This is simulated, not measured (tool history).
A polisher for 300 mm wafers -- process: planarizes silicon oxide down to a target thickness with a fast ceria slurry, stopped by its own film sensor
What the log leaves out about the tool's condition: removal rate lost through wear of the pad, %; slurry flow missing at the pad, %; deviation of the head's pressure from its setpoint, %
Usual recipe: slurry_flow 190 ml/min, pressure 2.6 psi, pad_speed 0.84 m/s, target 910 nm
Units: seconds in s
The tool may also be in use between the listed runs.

| run | hour | slurry_flow | pressure | pad_speed | target | wafers since the last listed run | wafers polished on this pad | hours since the slurry nozzle was cleaned | hours since the head pressure was calibrated | incoming thickness of the incoming film, nm | seconds |
|---|---|---|---|---|---|---|---|---|---|---|---|
| 1 | 0.0 | 190 | 2.6 | 0.84 | 1107 | 0 | 1140 | 158.5 | 970.5 | 1705.0 | 57.5 |
| 2 | 24.9 | 190 | 2.6 | 0.84 | 1107 | 257 | 1398 | 183.4 | 995.4 | 1741.7 | 62.6 |
| 3 | 59.3 | 190 | 2.6 | 0.84 | 910 | 355 | 1754 | 217.8 | 1029.8 | 1713.8 | 80.6 |
| 4 | 85.9 | 190 | 2.4 | 0.84 | 910 | 275 | 2029 | 244.4 | 1056.4 | 1710.9 | 84.3 |
| 5 | 102.6 | 190 | 2.4 | 0.84 | 910 | 172 | 2202 | 261.1 | 1073.1 | 1734.5 | 85.2 |
| 6 | 118.8 | 190 | 2.6 | 0.84 | 910 | 167 | 2369 | 277.3 | 1089.3 | 1718.5 | 80.8 |
|  | 142.2 | worn pad replaced by a new one |
| 7 | 147.3 | 190 | 2.6 | 0.84 | 910 | 253 | 52 | 305.8 | 1117.8 | 1700.9 | 80.6 |
|  | 177.1 | head pressure recalibrated |
| 8 | 177.6 | 190 | 2.6 | 0.84 | 910 | 292 | 345 | 336.1 | 0.5 | 1701.9 | 80.3 |
|  | 233.4 | slurry nozzle cleaned |
| 9 | 261.6 | 190 | 2.6 | 1.04 | 910 | 858 | 1204 | 28.2 | 84.5 | 1708.1 | 62.7 |
| 10 | 274.5 | 190 | 2.6 | 1.04 | 910 | 133 | 1337 | 41.1 | 97.4 | 1707.8 | 63.6 |
| 11 | 303.3 | 190 | 2.6 | 0.84 | 699 | 297 | 1635 | 69.9 | 126.2 | 1702.9 | 97.1 |
| 12 | 326.9 | 190 | 2.6 | 0.84 | 699 | 244 | 1880 | 93.5 | 149.8 | 1724.4 | 98.2 |
| 13 | 354.6 | 190 | 2.6 | 0.84 | 699 | 286 | 2166 | 121.2 | 177.5 | 1706.3 | 97.7 |
| 14 | 388.2 | 190 | 2.6 | 0.84 | 1032 | 347 | 2514 | 154.8 | 211.1 | 1737.3 | 70.0 |
| 15 | 401.5 | 190 | 2.6 | 0.84 | 910 | 137 | 2651 | 168.1 | 224.4 | 1707.3 | 79.2 |
|  | 418.2 | worn pad replaced by a new one |
| 16 | 454.6 | 190 | 2.6 | 0.84 | 910 | 508 | 376 | 221.2 | 277.5 | 1742.9 | 82.0 |
| 17 | 485.7 | 250 | 3.0 | 0.84 | 674 | 321 | 697 | 252.3 | 308.6 | 1735.6 | 89.4 |
| 18 | 498.3 | 190 | 2.6 | 1.08 | 910 | 130 | 828 | 264.9 | 321.2 | 1715.5 | 64.4 |
| 19 | 517.8 | 190 | 2.6 | 0.84 | 910 | 201 | 1030 | 284.4 | 340.7 | 1727.7 | 82.3 |
| 20 | 531.2 | 165 | 3.4 | 0.84 | 910 | 138 | 1168 | 297.8 | 354.1 | 1690.6 | 69.0 |
| 21 | 551.6 | 190 | 2.6 | 0.84 | 698 | 211 | 1379 | 318.2 | 374.5 | 1697.7 | 103.5 |
| 22 | 566.3 | 145 | 2.6 | 0.84 | 910 | 152 | 1531 | 332.9 | 389.2 | 1735.8 | 92.7 |

Predict the results of run 23:
|  | 577.6 | slurry nozzle cleaned |
| 23 | 595.1 | 190 | 2.6 | 0.84 | 910 | 287 | 1819 | 17.5 | 418.0 | 1722.6 | ? |

For run 23 the tool returned seconds 76.6 s.
Had the tool carried no hidden state, the very same run would have given seconds 76.3 s.
